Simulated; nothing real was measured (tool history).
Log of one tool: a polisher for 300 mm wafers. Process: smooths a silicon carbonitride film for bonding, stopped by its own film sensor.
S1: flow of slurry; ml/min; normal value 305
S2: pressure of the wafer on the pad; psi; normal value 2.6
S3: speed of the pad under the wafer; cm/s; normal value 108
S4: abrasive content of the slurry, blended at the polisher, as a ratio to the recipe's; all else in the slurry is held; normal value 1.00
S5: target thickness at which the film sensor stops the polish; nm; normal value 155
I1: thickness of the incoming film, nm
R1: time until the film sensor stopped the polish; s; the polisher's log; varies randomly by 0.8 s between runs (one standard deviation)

Run 1, hour 0.0: usual settings; I1 176.2. Result: R1 73.2 s.
Run 2, hour 12.8: usual settings; I1 176.6. Result: R1 75.2 s.
At hour 18.1: worn pad replaced by a new one.
Run 3, hour 60.9: usual settings; I1 180.7. Result: R1 90.7 s.
Run 4, hour 72.7: usual settings; I1 181.6. Result: R1 91.4 s.
Run 5, hour 88.2: usual settings; I1 180.1. Result: R1 86.8 s.
At hour 93.8: worn pad replaced by a new one.
Run 6, hour 103.4: usual settings; I1 180.0. Result: R1 88.3 s.
Run 7, hour 114.1: usual settings; I1 179.3. Result: R1 85.1 s.
Run 8, hour 130.4: usual settings; I1 176.1. Result: R1 74.3 s.
Run 9, hour 144.0: usual settings but S2 3.0 psi; I1 179.4. Result: R1 74.7 s.
Run 10, hour 156.3: usual settings but S2 3.0 psi; I1 182.3. Result: R1 83.0 s.
At hour 160.5: slurry blender recalibrated.
At hour 163.4: slurry nozzle cleaned.
At hour 165.0: worn pad replaced by a new one.
At hour 173.4: head pressure recalibrated.
Run 11, hour 189.4: usual settings; I1 180.0. Result: R1 85.7 s.
Run 12, hour 202.7: usual settings but S3 122 cm/s, S4 1.10; I1 177.0. Result: R1 65.2 s.
Run 13, hour 213.1: usual settings but S3 122 cm/s, S4 1.10; I1 179.9. Result: R1 74.0 s.
Run 14, hour 222.1: usual settings but S2 3.0 psi; I1 180.0. Result: R1 74.2 s.
At hour 238.1: worn pad replaced by a new one.
Run 15, hour 238.6: usual settings but S2 3.2 psi, S3 90 cm/s; I1 177.9. Result: R1 71.4 s.
Run 16, hour 241.9: usual settings but S4 1.25, S5 149 nm; I1 180.1. Result: R1 93.9 s.
Run 17, hour 248.2: usual settings; I1 178.3. Result: R1 78.2 s.
Run 18, hour 259.8: usual settings; I1 178.9. Result: R1 81.3 s.
Run 19, hour 274.6: usual settings but S2 2.3 psi, S3 130 cm/s, S4 1.10, S5 161 nm; I1 178.0. Result: R1 54.1 s.
Run 20, hour 289.4: usual settings but S1 365 ml/min, S2 3.0 psi, S3 126 cm/s, S5 161 nm; I1 178.1. Result: R1 44.5 s.
Run 21, hour 304.7: usual settings but S3 144 cm/s, S4 1.25, S5 164 nm; I1 180.6. Result: R1 40.6 s.
Run 22, hour 313.9: usual settings but S2 1.9 psi, S4 1.10; I1 180.0. Result: R1 110.9 s.
At hour 322.1: worn pad replaced by a new one.
Run 23, hour 325.5: usual settings but S1 255 ml/min, S2 3.0 psi, S5 150 nm; I1 180.3. Result: R1 91.3 s.
Run 24, hour 338.5: usual settings but S1 365 ml/min, S2 2.0 psi; I1 180.9. Result: R1 112.0 s.
Run 25, hour 381.1: usual settings but S1 380 ml/min, S5 149 nm; I1 180.8. Result: R1 104.5 s.
Run 26, hour 389.8: usual settings but S1 335 ml/min, S4 1.20, S5 152 nm; I1 177.0. Result: R1 76.4 s.
At hour 404.3: worn pad replaced by a new one.
Run 27, hour 404.8: usual settings but S1 230 ml/min, S2 2.2 psi, S3 118 cm/s, S5 151 nm; I1 181.7. Result: R1 121.1 s.

Some steps in R1, run to run, broken into two amounts with sign: the step expected even without the hidden condition (settings, incoming material, random variation), and the rest, left for the hidden condition together with whatever gauge scatter is not in both the measured and the hidden-condition-free result:
Hidden conditions of the tool in this case: removal rate lost through wear of the pad, %; slurry flow missing at the pad, %; deviation of the head's pressure from its setpoint, %; abrasive missing from the slurry, %.
Run 2 -> 3: worn pad replaced by a new one. R1 +15.5 s: hidden state +0.8, all else +14.7.
Run 10 -> 11: S2 3.0 -> 2.6, slurry blender recalibrated, slurry nozzle cleaned, worn pad replaced by a new one, head pressure recalibrated. R1 +2.7 s: hidden state -3.1, all else +5.8.
Run 21 -> 22: S2 2.6 -> 1.9, S3 144 -> 108, S4 1.25 -> 1.10, S5 164 -> 155. R1 +70.3 s: hidden state +0.4, all else +69.9.
Run 26 -> 27: S1 335 -> 230, S2 2.6 -> 2.2, S3 108 -> 118, S4 1.20 -> 1.00, S5 152 -> 151, worn pad replaced by a new one. R1 +44.7 s: hidden state +0.7, all else +44.0.
